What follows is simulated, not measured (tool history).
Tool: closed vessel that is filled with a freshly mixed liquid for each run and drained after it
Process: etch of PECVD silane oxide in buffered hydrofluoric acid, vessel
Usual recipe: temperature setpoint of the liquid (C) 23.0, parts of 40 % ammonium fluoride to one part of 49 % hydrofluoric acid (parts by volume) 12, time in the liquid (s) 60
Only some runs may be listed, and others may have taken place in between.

| run | hour | temperature setpoint of the liquid (C) | parts of 40 % ammonium fluoride to one part of 49 % hydrofluoric acid (parts by volume) | time in the liquid (s) | read-back film thickness of the PECVD silane oxide reference wafer, read on the same gauge (nm) | thickness taken off the PECVD silane oxide on a monitor wafer (nm) |
|---|---|---|---|---|---|---|
| 1 | 0.0 | 23.0 | 12 | 75 | 29.96 | 198.50 |
| 2 | 46.7 | 23.0 | 12 | 75 | 29.99 | 198.32 |
| 3 | 73.3 | 23.0 | 12 | 75 | 29.97 | 200.15 |
| 4 | 100.5 | 26.0 | 12 | 50 | 29.99 | 155.83 |
| 5 | 113.9 | 23.0 | 15 | 60 | 30.00 | 127.96 |
| 6 | 144.3 | 23.0 | 15 | 60 | 30.04 | 127.70 |
| 7 | 159.6 | 23.0 | 13 | 60 | 29.95 | 145.67 |
| 8 | 179.5 | 23.0 | 12 | 60 | 30.05 | 143.24 |
| 9 | 193.0 | 21.5 | 12 | 95 | 29.99 | 207.19 |
| 10 | 219.8 | 23.0 | 12 | 60 | 30.02 | 141.97 |
| 11 | 255.4 | 23.0 | 12 | 60 | 29.99 | 143.11 |
| 12 | 288.7 | 20.5 | 7 | 85 | 30.00 | 294.45 |
| 13 | 312.1 | 23.0 | 17 | 60 | 30.04 | 101.34 |
| 14 | 342.1 | 23.0 | 12 | 60 | 30.00 | 142.64 |
| 15 | 361.6 | 21.5 | 16 | 80 | 29.96 | 134.26 |
| 16 | 379.4 | 19.0 | 12 | 90 | 29.98 | 172.66 |

Put back what was entered between runs (3 entries, withheld): which listed runs does each sit between, and how does the hidden state differ from the listed run before to the listed run after?
Runs 5 to 6: gauge calibrated (hour 135.6)
  hydrofluoric acid flow above the setpoint (%): 13 -> 13.2
  the result without the hidden state subtracted from the measured one, thickness taken off the PECVD silane oxide on a monitor wafer (nm): +14.47 -> +14.60
Runs 6 to 7: thermometer replaced (hour 151.6)
  both runs share identical hidden conditions
  the result without the hidden state subtracted from the measured one, thickness taken off the PECVD silane oxide on a monitor wafer (nm): +14.60 -> +16.68
Runs 7 to 8: hydrofluoric acid flow meter replaced (hour 179.0)
  hydrofluoric acid flow above the setpoint (%): 13.2 -> 0.923
  the result without the hidden state subtracted from the measured one, thickness taken off the PECVD silane oxide on a monitor wafer (nm): +16.68 -> +1.28

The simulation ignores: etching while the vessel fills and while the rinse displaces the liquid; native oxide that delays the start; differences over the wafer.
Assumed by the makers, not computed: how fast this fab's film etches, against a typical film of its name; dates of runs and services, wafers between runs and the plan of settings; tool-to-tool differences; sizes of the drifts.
